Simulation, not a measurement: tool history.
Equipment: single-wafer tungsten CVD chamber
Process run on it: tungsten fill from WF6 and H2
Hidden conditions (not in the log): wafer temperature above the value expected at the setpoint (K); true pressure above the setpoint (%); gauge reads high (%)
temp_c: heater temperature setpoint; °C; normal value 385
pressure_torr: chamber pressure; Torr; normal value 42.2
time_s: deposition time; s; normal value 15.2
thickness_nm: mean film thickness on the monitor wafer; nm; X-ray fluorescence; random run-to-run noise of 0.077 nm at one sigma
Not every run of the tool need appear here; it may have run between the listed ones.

run,hour,temp_c,pressure_torr,time_s,wafers since the last listed run,hours since the last thermocouple change,hours since the last manometer calibration,hours since the showerhead was replaced,hours since the gauge calibration,"read-back reference wafer on the same gauge, thickness_nm",thickness_nm
1,0.0,385,42.2,15.2,0,469.7,2106.2,3706.1,876.2,33.697,36.602
2,83.1,385,42.2,14.0,1710,552.8,2189.3,3789.2,959.3,33.730,33.824
3,157.6,385,42.2,14.0,1533,627.3,2263.8,3863.7,1033.8,33.710,33.824
4,238.6,385,42.2,15.2,1667,708.3,2344.8,3944.7,1114.8,33.702,36.658
5,307.1,385,42.2,15.2,1410,776.8,2413.3,4013.2,1183.3,33.705,36.580
6,349.4,385,42.2,15.2,870,819.1,2455.6,4055.5,1225.6,33.694,36.587
7,389.8,385,42.2,15.2,831,859.5,2496.0,4095.9,1266.0,33.687,36.717
# hour 429.9: gauge calibrated
8,456.7,385,42.2,15.2,1377,926.4,2562.9,4162.8,26.8,33.692,36.645
# hour 474.8: capacitance manometer re-zeroed and calibrated
9,547.7,389,39.2,15.2,1708,1017.4,72.9,4253.8,117.8,33.704,38.765
10,587.7,385,32.8,15.2,823,1057.4,112.9,4293.8,157.8,33.733,32.845
11,715.0,385,42.2,13.7,2620,1184.7,240.2,4421.1,285.1,33.699,32.957
12,783.4,385,42.2,14.0,1408,1253.1,308.6,4489.5,353.5,33.687,33.672
# hour 811.9: showerhead replaced
# hour 975.8: thermocouple changed; heater temperature recalibrated
13,978.8,385,36.7,15.2,3693,3.0,504.0,166.9,548.9,33.700,34.580
14,1022.7,385,42.2,15.2,903,46.9,547.9,210.8,592.8,33.676,36.632
15,1066.7,385,35.9,15.2,905,90.9,591.9,254.8,636.8,33.712,34.241
16,1144.9,385,42.2,15.2,1609,169.1,670.1,333.0,715.0,33.688,36.738
17,1202.8,385,42.2,15.2,1192,227.0,728.0,390.9,772.9,33.705,36.664
18,1293.3,372,46.9,15.2,1863,317.5,818.5,481.4,863.4,33.719,28.276
19,1377.1,385,33.9,16.5,1725,401.3,902.3,565.2,947.2,33.709,36.239

What if the next run were any one of these 3? Each begins from the tool's condition after run 19:
A,1377.5,385,51.5,15.2,8,401.7,902.7,565.6,947.6,?,?
B,1377.5,385,42.2,13.9,8,401.7,902.7,565.6,947.6,?,?
C,1377.5,396,42.2,16.6,8,401.7,902.7,565.6,947.6,?,?

run,"read-back reference wafer on the same gauge, thickness_nm",thickness_nm
A,33.710,39.921
B,33.710,33.485
C,33.710,50.918
What these runs would have given with no unlogged condition in the tool:
run,thickness_nm
A,39.921
B,33.485
C,50.918
